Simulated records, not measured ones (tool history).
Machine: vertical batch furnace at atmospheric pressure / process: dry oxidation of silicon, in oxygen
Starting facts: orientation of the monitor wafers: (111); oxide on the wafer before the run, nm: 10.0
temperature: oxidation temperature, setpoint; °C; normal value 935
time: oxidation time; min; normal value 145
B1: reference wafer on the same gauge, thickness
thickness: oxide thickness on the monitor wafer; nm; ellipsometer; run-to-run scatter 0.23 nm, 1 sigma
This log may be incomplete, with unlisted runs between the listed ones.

run 1 day=0 | temperature=935 time=145 | B1=68 | thickness=83.59
run 2 day=0.779 | temperature=935 time=145 | B1=68.02 | thickness=84.11
run 3 day=1.696 | temperature=935 time=145 | B1=67.99 | thickness=84.05
run 4 day=2.721 | temperature=935 time=145 | B1=68 | thickness=83.92
run 5 day=3.729 | temperature=935 time=145 | B1=67.92 | thickness=83.78
run 6 day=4.667 | temperature=935 time=145 | B1=68.02 | thickness=84.03
run 7 day=5.467 | temperature=935 time=145 | B1=67.98 | thickness=83.91
run 8 day=6.279 | temperature=935 time=145 | B1=67.97 | thickness=83.81
run 9 day=8.879 | temperature=935 time=145 | B1=67.97 | thickness=84.16
run 10 day=9.458 | temperature=935 time=130 | B1=67.97 | thickness=78.26
run 11 day=10.558 | temperature=935 time=130 | B1=67.94 | thickness=78.33
run 12 day=11.688 | temperature=935 time=130 | B1=67.88 | thickness=78.16
-- day=12.883 thermocouples replaced and temperature profile calibrated
run 13 day=12.904 | temperature=935 time=97 | B1=68.07 | thickness=62.91
run 14 day=15.567 | temperature=935 time=97 | B1=67.91 | thickness=62.79
-- day=16.717 boat lift adjusted
run 15 day=16.738 | temperature=935 time=97 | B1=67.93 | thickness=62.88
run 16 day=17.283 | temperature=930 time=145 | B1=68.06 | thickness=78.31
run 17 day=18.179 | temperature=930 time=145 | B1=68 | thickness=78.24
-- day=18.808 gauge calibrated
run 18 day=19.4 | temperature=935 time=145 | B1=67.99 | thickness=82
run 19 day=20.167 | temperature=941 time=172.5 | B1=68.05 | thickness=95.71
run 20 day=21.296 | temperature=949 time=121.5 | B1=68.01 | thickness=80.87
run 21 day=22.5 | temperature=935 time=145 | B1=67.96 | thickness=81.72
run 22 day=23.35 | temperature=935 time=208 | B1=67.96 | thickness=103.2
run 23 day=23.829 | temperature=944 time=145 | B1=68.11 | thickness=87.41
run 24 day=24.271 | temperature=935 time=145 | B1=68.01 | thickness=81.96
run 25 day=25.446 | temperature=951 time=145 | B1=67.99 | thickness=92.5
run 26 day=26.517 | temperature=919 time=115 | B1=67.98 | thickness=61.88
run 27 day=27.604 | temperature=928 time=184.5 | B1=68.1 | thickness=90.68
run 28 day=28.821 | temperature=935 time=145 | B1=68.01 | thickness=82.43
run 29 day=29.604 | temperature=910 time=145 | B1=67.92 | thickness=66.13
run 30 day=30.7 | temperature=954 time=192.5 | B1=68.04 | thickness=113.8
run 31 day=31.5 | temperature=948 time=91.5 | B1=68.06 | thickness=67.32
run 32 day=32.154 | temperature=944 time=145 | B1=68.01 | thickness=87.41
run 33 day=32.675 | temperature=924 time=215 | B1=68.03 | thickness=97.51
run 34 day=33.475 | temperature=921 time=94.5 | B1=68.06 | thickness=55.76
run 35 day=34.504 | temperature=935 time=160 | B1=68.02 | thickness=87.99
run 36 day=35.708 | temperature=913 time=145 | B1=68.04 | thickness=68.32
run 37 day=36.367 | temperature=956 time=107 | B1=67.98 | thickness=79.32
run 38 day=37.138 | temperature=935 time=178.5 | B1=68.06 | thickness=94.22
run 39 day=37.638 | temperature=959 time=76 | B1=67.97 | thickness=65.25
run 40 day=38.321 | temperature=953 time=210 | B1=67.91 | thickness=119

Below are 3 alternative next runs, each starting from the tool's condition after run 40. Predict each:
run A day=38.621 | temperature=935 time=145 | B1=? | thickness=?
run B day=38.621 | temperature=918 time=166 | B1=? | thickness=?
run C day=38.621 | temperature=956 time=145 | B1=? | thickness=?

run=A B1=67.93 thickness=82.29
run=B B1=67.93 thickness=78.09
run=C B1=67.93 thickness=96.27
Had the tool no hidden state, the same runs would have come out as:
run=A thickness=80.5
run=B thickness=76.1
run=C thickness=94.28

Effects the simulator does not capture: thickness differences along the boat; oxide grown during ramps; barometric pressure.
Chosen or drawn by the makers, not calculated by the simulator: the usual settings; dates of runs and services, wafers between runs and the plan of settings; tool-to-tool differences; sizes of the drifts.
